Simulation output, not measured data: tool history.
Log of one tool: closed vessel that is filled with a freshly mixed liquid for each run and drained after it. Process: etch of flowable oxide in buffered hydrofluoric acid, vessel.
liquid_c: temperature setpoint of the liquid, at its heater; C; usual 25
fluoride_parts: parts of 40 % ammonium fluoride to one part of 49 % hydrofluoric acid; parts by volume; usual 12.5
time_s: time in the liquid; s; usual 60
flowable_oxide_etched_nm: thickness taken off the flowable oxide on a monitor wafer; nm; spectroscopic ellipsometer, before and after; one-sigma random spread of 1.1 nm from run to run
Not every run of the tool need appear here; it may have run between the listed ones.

run	day	liquid_c	fluoride_parts	time_s	wafers since the last listed run	hours since the thermometer was replaced	hours since the hydrofluoric acid flow meter was replaced	hours since the gauge calibration	read-back film thickness of the flowable oxide reference wafer, read on the same gauge (nm)	flowable_oxide_etched_nm
1	0	25	12.5	60	0	398.4	763.4	208.2	99.95	151.08
2	0.854	25	12.5	60	1824	418.9	783.9	228.7	100.03	149.72
3	1.388	25	14	35	1139	431.7	796.7	241.5	100	78.96
4	2.821	25	14	35	3062	466.1	831.1	275.9	100.04	78.28
5	6.871	21	12.5	60	8652	563.3	928.3	373.1	99.99	119.25
6	7.55	21	12.5	60	1451	579.6	944.6	389.4	99.97	118.28
7	8.775	21	12.5	60	2617	609	974	418.8	100.02	119.93
8	9.338	25	12.5	60	1201	622.5	987.5	432.3	99.98	148.67
9	10.758	25	12.5	60	3035	656.6	1021.6	466.4	100.03	147.7
10	11.971	25	12.5	60	2590	685.7	1050.7	495.5	100.05	148.73
11	13.288	25	12.5	70	2813	717.3	1082.3	527.1	100.02	172.72
12	14.592	25	12.5	70	2786	748.6	1113.6	558.4	99.98	173.61
13	16.079	25	12.5	70	3178	784.3	1149.3	594.1	100	171.92
14	17.108	25	12.5	60	2198	809	1174	618.8	100.01	145.13
15	18.208	25	12.5	60	2350	835.4	1200.4	645.2	100.01	145.56
16	19.492	25	12.5	45	2741	866.2	1231.2	676	100	109.19
17	20.05	21.5	8.5	60	1192	879.6	1244.6	689.4	100.02	170.42
18	21.325	25	16	60	2724	910.2	1275.2	720	100.01	114.91
19	21.983	29	9.5	30	1406	926	1291	735.8	99.98	118.58
20	23.183	20.5	12.5	60	2563	954.8	1319.8	764.6	100.02	113.04
21	24.004	25	12.5	35	1753	974.5	1339.5	784.3	100.02	84.66
# day 24.021: gauge calibrated
# day 24.242: thermometer replaced
22	25.279	21	14.5	30	2634	24.9	1370.1	30.2	100.02	51.25
23	26.567	28	12.5	35	2750	55.8	1401	61.1	100.02	98.53
24	27.679	25	12.5	60	2376	82.5	1427.7	87.8	100.01	143.97
25	28.183	21.5	16	70	1077	94.6	1439.8	99.9	100	109.03
# day 28.767: hydrofluoric acid flow meter replaced
26	29.008	25	12.5	60	1673	114.4	5.8	119.7	100.01	156.41
27	29.888	25	12.5	60	1878	135.5	26.9	140.8	99.97	159.62
28	30.962	26.5	15.5	75	2296	161.3	52.7	166.6	100	173.49
29	32.204	23.5	14	40	2652	191.1	82.5	196.4	100	85.17
30	33.2	25	12.5	60	2127	215	106.4	220.3	100.03	156.6
31	33.796	25	11	50	1272	229.3	120.7	234.6	99.99	146.19
32	35.008	21.5	17.5	50	2590	258.4	149.8	263.7	100.01	76.62
33	36.362	29.5	10.5	35	2893	290.9	182.3	296.2	100.01	137.76
34	37.071	22	14.5	80	1513	307.9	199.3	313.2	99.99	152.4

Difference, measured minus no-hidden-state, one row per run. Run-to-run variation is common to both terms; the gauge's own scatter need not be:
Hidden state at play: liquid colder than its thermometer reads (K); hydrofluoric acid flow below the setpoint (%); gauge reads high (%).
run	flowable_oxide_etched_nm
1	-7.84
2	-7.94
3	-4.25
4	-4.36
5	-7.28
6	-7.33
7	-7.63
8	-9.57
9	-9.78
10	-10.09
11	-12.03
12	-12.41
13	-12.63
14	-10.87
15	-11.13
16	-8.53
17	-13.26
18	-9.33
19	-7.37
20	-9.43
21	-7.16
22	-4.45
23	-8.67
24	-12.92
25	-9.93
26	-0.5
27	-0.69
28	-0.96
29	-0.6
30	-1.3
31	-1.31
32	-0.81
33	-1.66
34	-1.98
